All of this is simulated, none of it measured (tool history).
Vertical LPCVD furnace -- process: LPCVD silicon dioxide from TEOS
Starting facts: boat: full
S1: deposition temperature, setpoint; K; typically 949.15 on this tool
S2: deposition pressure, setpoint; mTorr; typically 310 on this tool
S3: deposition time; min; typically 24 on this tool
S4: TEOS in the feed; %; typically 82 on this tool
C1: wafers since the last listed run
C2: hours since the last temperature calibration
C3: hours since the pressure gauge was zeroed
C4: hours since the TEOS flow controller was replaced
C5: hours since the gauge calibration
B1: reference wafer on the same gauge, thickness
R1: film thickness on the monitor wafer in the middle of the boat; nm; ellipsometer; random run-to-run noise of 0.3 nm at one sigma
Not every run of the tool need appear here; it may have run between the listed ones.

run	day	S1	S2	S3	S4	C1	C2	C3	C4	C5	B1	R1
1	0	949.15	310	24	82	0	2791.3	1974.2	18.7	1102.4	130.09	129.03
2	0.983	949.15	310	24	82	489	2814.9	1997.8	42.3	1126	129.97	129.8
3	1.808	958.15	310	24	82	411	2834.7	2017.6	62.1	1145.8	129.98	160.23
4	2.746	958.15	310	24	82	467	2857.2	2040.1	84.6	1168.3	129.86	159.9
5	4.104	958.15	310	24	82	676	2889.8	2072.7	117.2	1200.9	129.86	159.57
# day 5.092: gauge calibrated
6	5.225	949.15	310	30.5	82	558	2916.7	2099.6	144.1	3.2	130.12	164.55
7	6.912	949.15	310	30.5	82	840	2957.2	2140.1	184.6	43.7	129.91	163.98
8	7.858	949.15	310	30.5	82	471	2979.9	2162.8	207.3	66.4	129.99	165.28
9	8.846	949.15	310	24	82	492	3003.6	2186.5	231	90.1	130.13	129.44
10	10.188	949.15	335	24	75	668	3035.8	2218.7	263.2	122.3	129.89	128.35
11	11.179	955.15	280	24	67	494	3059.6	2242.5	287	146.1	129.97	128.75
12	12.371	957.15	310	24	97	593	3088.2	2271.1	315.6	174.7	129.96	171.1
13	13.738	949.15	310	24	82	680	3121	2303.9	348.4	207.5	130.12	129.12
14	14.408	946.15	310	29	82	334	3137.1	2320	364.5	223.6	130.01	145.81
# day 16.533: pressure gauge zeroed
15	16.554	949.15	310	18.5	87	570	3188.6	0.5	416	275.1	129.99	100.96
16	16.988	949.15	260	24	82	215	3199	10.9	426.4	285.5	130.1	117.02
17	18.171	949.15	310	24	82	589	3227.4	39.3	454.8	313.9	130.1	126.78
# day 19.175: thermocouples replaced and temperature profile calibrated
18	19.383	938.15	310	18.5	82	105	5	68.4	483.9	343	130.04	68.06
19	20.138	957.15	310	18	82	375	23.1	86.5	502	361.1	130.02	105.43
20	21.067	939.15	240	16.5	92	462	45.4	108.8	524.3	383.4	129.98	58.09
21	22.25	953.15	310	16.5	92	589	73.8	137.2	552.7	411.8	129.96	93.84
22	23.221	949.15	310	24	82	483	97.1	160.5	576	435.1	129.96	116.95
23	24.029	949.15	310	24	75	402	116.5	179.9	595.4	454.5	129.9	111.76
24	24.762	942.15	310	16	67	365	134.1	197.5	613	472.1	129.94	59.35
25	26.467	949.15	280	26.5	82	849	175	238.4	653.9	513	130.02	122.9
26	27.95	949.15	310	24	82	739	210.6	274	689.5	548.6	129.97	117.4
27	29.229	949.15	245	29.5	82	637	241.3	304.7	720.2	579.3	129.9	130.07
28	30.846	949.15	310	24	82	805	280.1	343.5	759	618.1	129.92	118.99
29	31.4	949.15	335	21.5	82	276	293.4	356.8	772.3	631.4	129.87	110.84
30	31.925	960.15	310	24	74	261	306	369.4	784.9	644	129.95	147.32
31	33.292	949.15	325	24	82	680	338.8	402.2	817.7	676.8	129.89	122.4
32	33.829	958.15	310	24	82	267	351.7	415.1	830.6	689.7	129.85	148.73

Measured result minus the same run's result without the hidden state. Both carry the same run-to-run variation, though not necessarily the same gauge scatter:
Hidden state present: true tube temperature minus thermocouple reading, K; true pressure minus gauge reading, mTorr; deviation of the TEOS flow from its setpoint, %; gauge reads high (%).
run	R1
1	+14.24
2	+14.35
3	+17.49
4	+17.48
5	+17.49
6	+18.35
7	+18.35
8	+18.53
9	+14.53
10	+14.28
11	+14.6
12	+19.08
13	+14.61
14	+16.61
15	+9.84
16	+11.48
17	+12.53
18	+0.35
19	+0.74
20	+0.64
21	+1.17
22	+1.74
23	+1.88
24	+1.11
25	+2.87
26	+3.02
27	+4.03
28	+3.79
29	+3.57
30	+4.93
31	+4.41
32	+5.52
